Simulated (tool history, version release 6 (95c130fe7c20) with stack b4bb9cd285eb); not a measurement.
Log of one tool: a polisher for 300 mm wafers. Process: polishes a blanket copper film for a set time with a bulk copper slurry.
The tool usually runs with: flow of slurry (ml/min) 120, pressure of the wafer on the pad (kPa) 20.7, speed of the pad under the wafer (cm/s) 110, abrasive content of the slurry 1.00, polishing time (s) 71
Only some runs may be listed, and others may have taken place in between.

| run | day | flow of slurry (ml/min) | pressure of the wafer on the pad (kPa) | speed of the pad under the wafer (cm/s) | abrasive content of the slurry | polishing time (s) | incoming thickness of the incoming film, nm | film removed (Å) |
|---|---|---|---|---|---|---|---|---|
| 1 | 0.000 | 120 | 20.7 | 110 | 1.00 | 71 | 2969.5 | 7286 |
| 2 | 0.871 | 120 | 20.7 | 110 | 1.00 | 91 | 2899.6 | 9413 |
| 3 | 1.400 | 120 | 20.7 | 110 | 1.00 | 91 | 2948.0 | 9421 |
| 4 | 3.708 | 120 | 20.7 | 110 | 1.00 | 91 | 2972.8 | 9335 |
|  | 4.633 | worn pad replaced by a new one |
| 5 | 5.058 | 120 | 20.7 | 110 | 1.00 | 71 | 2908.6 | 7277 |
| 6 | 5.600 | 120 | 20.7 | 110 | 1.00 | 71 | 2972.7 | 7285 |
| 7 | 6.204 | 120 | 20.7 | 110 | 1.00 | 71 | 2897.2 | 7276 |
| 8 | 7.183 | 120 | 20.7 | 110 | 1.00 | 71 | 3013.0 | 7275 |
| 9 | 8.225 | 120 | 20.7 | 110 | 0.80 | 71 | 2926.1 | 7113 |
| 10 | 9.446 | 105 | 20.7 | 110 | 1.00 | 71 | 2969.8 | 7057 |
| 11 | 10.129 | 105 | 20.7 | 110 | 1.00 | 71 | 2923.3 | 6984 |
|  | 11.208 | worn pad replaced by a new one |
| 12 | 11.558 | 120 | 20.7 | 110 | 1.00 | 71 | 2958.5 | 7220 |
| 13 | 12.062 | 120 | 20.7 | 110 | 1.00 | 71 | 2986.5 | 7272 |
|  | 12.171 | slurry blender recalibrated |
| 14 | 13.088 | 120 | 20.7 | 110 | 1.00 | 71 | 2976.8 | 7250 |
| 15 | 13.788 | 155 | 13.8 | 128 | 1.10 | 71 | 2884.9 | 5631 |
|  | 15.046 | slurry nozzle cleaned |
| 16 | 15.083 | 120 | 20.7 | 146 | 1.20 | 71 | 2899.5 | 8545 |
| 17 | 15.879 | 120 | 26.9 | 76 | 1.00 | 71 | 2967.9 | 7317 |
| 18 | 16.608 | 95 | 20.7 | 110 | 1.00 | 71 | 2996.1 | 6425 |
|  | 17.117 | worn pad replaced by a new one |
| 19 | 17.858 | 120 | 23.4 | 88 | 0.75 | 71 | 2936.1 | 6629 |
| 20 | 18.417 | 120 | 17.9 | 110 | 0.80 | 71 | 2947.3 | 5875 |
| 21 | 19.108 | 120 | 20.7 | 110 | 0.70 | 71 | 2987.6 | 6637 |
|  | 19.396 | head pressure recalibrated |
|  | 19.604 | slurry nozzle cleaned, repeated, since the last time left the tool worse |
| 22 | 20.308 | 120 | 13.8 | 96 | 1.00 | 96 | 2925.0 | 6279 |
| 23 | 20.825 | 120 | 20.7 | 110 | 1.00 | 71 | 2895.9 | 7463 |
| 24 | 21.683 | 120 | 20.7 | 82 | 1.20 | 82 | 2987.1 | 7459 |
| 25 | 23.129 | 120 | 23.4 | 110 | 1.00 | 71 | 2955.2 | 8563 |
|  | 23.475 | worn pad replaced by a new one |
| 26 | 24.025 | 120 | 20.7 | 94 | 1.00 | 71 | 2965.8 | 6736 |
| 27 | 24.846 | 120 | 20.7 | 110 | 1.00 | 71 | 2969.2 | 7513 |
| 28 | 25.688 | 100 | 20.7 | 110 | 1.00 | 71 | 2942.8 | 7105 |
|  | 25.954 | slurry blender recalibrated |
| 29 | 26.425 | 120 | 20.7 | 110 | 1.00 | 71 | 2959.4 | 7439 |

What the log doesn't show, run by run:
removal rate lost through wear of the pad, %: 0 at every run
deviation of the head's pressure from its setpoint, %: 0 at every run
abrasive missing from the slurry, %: 0 at every run
H1: slurry flow missing at the pad, %
| run | H1 |
|---|---|
| 1 | 11 |
| 2 | 11.4 |
| 3 | 11.6 |
| 4 | 12.5 |
| 5 | 13 |
| 6 | 13.3 |
| 7 | 13.5 |
| 8 | 13.9 |
| 9 | 14.3 |
| 10 | 14.8 |
| 11 | 15.1 |
| 12 | 15.6 |
| 13 | 15.8 |
| 14 | 16.3 |
| 15 | 16.5 |
| 16 | 26 |
| 17 | 26.4 |
| 18 | 26.6 |
| 19 | 27.1 |
| 20 | 27.4 |
| 21 | 27.6 |
| 22 | 1.9 |
| 23 | 2.1 |
| 24 | 2.44 |
| 25 | 3.02 |
| 26 | 3.38 |
| 27 | 3.71 |
| 28 | 4.04 |
| 29 | 4.34 |
